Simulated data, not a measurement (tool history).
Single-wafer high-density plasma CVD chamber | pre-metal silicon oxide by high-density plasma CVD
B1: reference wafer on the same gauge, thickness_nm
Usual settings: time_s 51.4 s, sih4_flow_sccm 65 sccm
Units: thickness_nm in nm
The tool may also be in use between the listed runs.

{"run": 1, "hour": 0.0, "time_s": 51.4, "sih4_flow_sccm": 73, "B1": 284.181, "thickness_nm": 381.746}
{"run": 2, "hour": 10.6, "time_s": 51.4, "sih4_flow_sccm": 58, "B1": 283.972, "thickness_nm": 321.965}
{"run": 3, "hour": 23.9, "time_s": 51.4, "sih4_flow_sccm": 65, "B1": 283.937, "thickness_nm": 350.363}
{"run": 4, "hour": 40.2, "time_s": 58.6, "sih4_flow_sccm": 65, "B1": 283.868, "thickness_nm": 399.255}
{"run": 5, "hour": 57.5, "time_s": 51.4, "sih4_flow_sccm": 55, "B1": 284.044, "thickness_nm": 311.081}
{"run": 6, "hour": 72.9, "time_s": 51.4, "sih4_flow_sccm": 55, "B1": 283.901, "thickness_nm": 310.951}
{"hour": 86.1, "done": "silane flow controller replaced"}
{"run": 7, "hour": 86.6, "time_s": 53.6, "sih4_flow_sccm": 70, "B1": 283.987, "thickness_nm": 385.83}
{"run": 8, "hour": 88.7, "time_s": 51.4, "sih4_flow_sccm": 65, "B1": 284.067, "thickness_nm": 350.441}
{"run": 9, "hour": 103.7, "time_s": 51.4, "sih4_flow_sccm": 68, "B1": 284.011, "thickness_nm": 361.757}
{"hour": 106.4, "done": "gauge calibrated"}
{"run": 10, "hour": 115.1, "time_s": 51.4, "sih4_flow_sccm": 68, "B1": 283.95, "thickness_nm": 360.989}
{"run": 11, "hour": 126.4, "time_s": 57.2, "sih4_flow_sccm": 72, "B1": 284.005, "thickness_nm": 420.905}
{"run": 12, "hour": 138.7, "time_s": 51.4, "sih4_flow_sccm": 65, "B1": 284.001, "thickness_nm": 350.445}
{"run": 13, "hour": 145.9, "time_s": 60.9, "sih4_flow_sccm": 61, "B1": 283.879, "thickness_nm": 396.311}
{"run": 14, "hour": 157.6, "time_s": 51.4, "sih4_flow_sccm": 69, "B1": 283.784, "thickness_nm": 365.75}
{"run": 15, "hour": 163.9, "time_s": 51.4, "sih4_flow_sccm": 72, "B1": 284.073, "thickness_nm": 377.699}
{"run": 16, "hour": 179.5, "time_s": 48.2, "sih4_flow_sccm": 61, "B1": 284.063, "thickness_nm": 313.308}
{"run": 17, "hour": 190.3, "time_s": 51.4, "sih4_flow_sccm": 55, "B1": 284.134, "thickness_nm": 311.394}
{"run": 18, "hour": 198.1, "time_s": 58.7, "sih4_flow_sccm": 58, "B1": 284.138, "thickness_nm": 367.255}
{"run": 19, "hour": 215.9, "time_s": 54.0, "sih4_flow_sccm": 65, "B1": 284.054, "thickness_nm": 368.58}
{"hour": 220.9, "done": "gauge calibrated"}
{"run": 20, "hour": 230.0, "time_s": 51.4, "sih4_flow_sccm": 70, "B1": 284.022, "thickness_nm": 369.311}

5 ways to go on from here, each from the tool as it stands after run 20. What would each give?
{"run": "A", "hour": 230.4, "time_s": 51.4, "sih4_flow_sccm": 65, "B1": "?", "thickness_nm": "?"}
{"run": "B", "hour": 230.4, "time_s": 45.2, "sih4_flow_sccm": 55, "B1": "?", "thickness_nm": "?"}
{"run": "C", "hour": 230.4, "time_s": 55.7, "sih4_flow_sccm": 73, "B1": "?", "thickness_nm": "?"}
{"run": "D", "hour": 230.4, "time_s": 59.4, "sih4_flow_sccm": 65, "B1": "?", "thickness_nm": "?"}
{"run": "E", "hour": 230.4, "time_s": 46.4, "sih4_flow_sccm": 60, "B1": "?", "thickness_nm": "?"}

run=A B1=284.240 thickness_nm=350.005
run=B B1=284.240 thickness_nm=273.425
run=C B1=284.240 thickness_nm=413.161
run=D B1=284.240 thickness_nm=404.481
run=E B1=284.240 thickness_nm=298.321
Without the tool's hidden state the same runs would have given:
run=A thickness_nm=350.005
run=B thickness_nm=273.425
run=C thickness_nm=413.161
run=D thickness_nm=404.481
run=E thickness_nm=298.321
